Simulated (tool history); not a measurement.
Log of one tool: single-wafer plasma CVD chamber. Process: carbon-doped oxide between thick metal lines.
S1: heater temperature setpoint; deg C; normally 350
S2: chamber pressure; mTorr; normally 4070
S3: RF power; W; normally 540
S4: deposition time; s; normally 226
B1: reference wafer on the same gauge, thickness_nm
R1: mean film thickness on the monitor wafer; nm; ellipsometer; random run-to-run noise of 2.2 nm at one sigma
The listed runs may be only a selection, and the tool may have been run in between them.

run   hour   S1    S2   S3   S4        B1        R1
  1      0  350  4070  540  226  1199.354  1029.156
  2   13.6  350  4070  540  226  1198.853  1026.924
  3   36.6  350  4070  540  226  1199.935  1027.283
  4   61.4  343  4070  540  226  1199.027  1045.044
  5   84.2  343  4070  540  226  1200.664   1046.05
  6  115.8  350  4070  540  226   1200.05  1027.207
  7  150.8  350  4070  540  226  1199.941  1025.367
  8  177.6  350  4070  540  226  1200.213  1026.846
     198.4  -- showerhead replaced
  9  198.9  350  4070  540  226  1199.718   1024.82
     206.4  -- gauge calibrated
 10  223.6  350  4070  540  226   1200.76  1023.098
 11  247.1  350  4070  540  226  1199.278  1023.835
     260.4  -- thermocouple changed; heater temperature recalibrated
 12  262.5  350  4070  540  226  1199.841  1025.878
 13  296.9  350  4070  540  226  1200.734  1029.451
     316.6  -- RF generator calibrated
 14  329.5  344  3620  480  206  1199.869   851.965
 15  348.3  350  4070  455  253  1198.321  1010.511
 16  365.6  350  4700  540  226  1199.762  1020.866
 17  389.9  350  4070  540  226  1199.959  1001.153
     410.4  -- RF generator calibrated, repeated, since the last time left the tool worse
 18    414  342  3780  540  226  1199.554  1071.396
 19  430.2  339  3220  585  206  1200.532  1008.894
 20  449.7  341  4070  540  211  1201.455   1010.44
     462.1  -- capacitance manometer re-zeroed and calibrated
 21    467  350  4900  485  226   1199.65  1016.256
 22  483.3  350  4070  470  245  1199.472  1056.381
 23    519  350  3780  540  226  1199.019  1043.281
 24  539.7  339  3220  585  206  1200.349  1006.902
 25    552  350  4070  540  226  1200.328  1050.877
 26  591.7  350  4070  540  226  1200.013  1049.229

Here are 4 independent what-if runs from the current tool condition. What would each one return?
  A  592.2  350  4070  540  226   ?   ?
  B  592.2  350  4070  645  226   ?   ?
  C  592.2  350  3330  540  226   ?   ?
  D  592.2  350  4070  450  192   ?   ?

run        B1        R1
  A  1199.964  1054.003
  B  1199.964  1163.575
  C  1199.964  1030.357
  D  1199.964   806.404
With the hidden condition removed and each run's random variation left untouched, the same runs would have given:
run        R1
  A   1065.75
  B  1176.138
  C  1041.841
  D   816.578
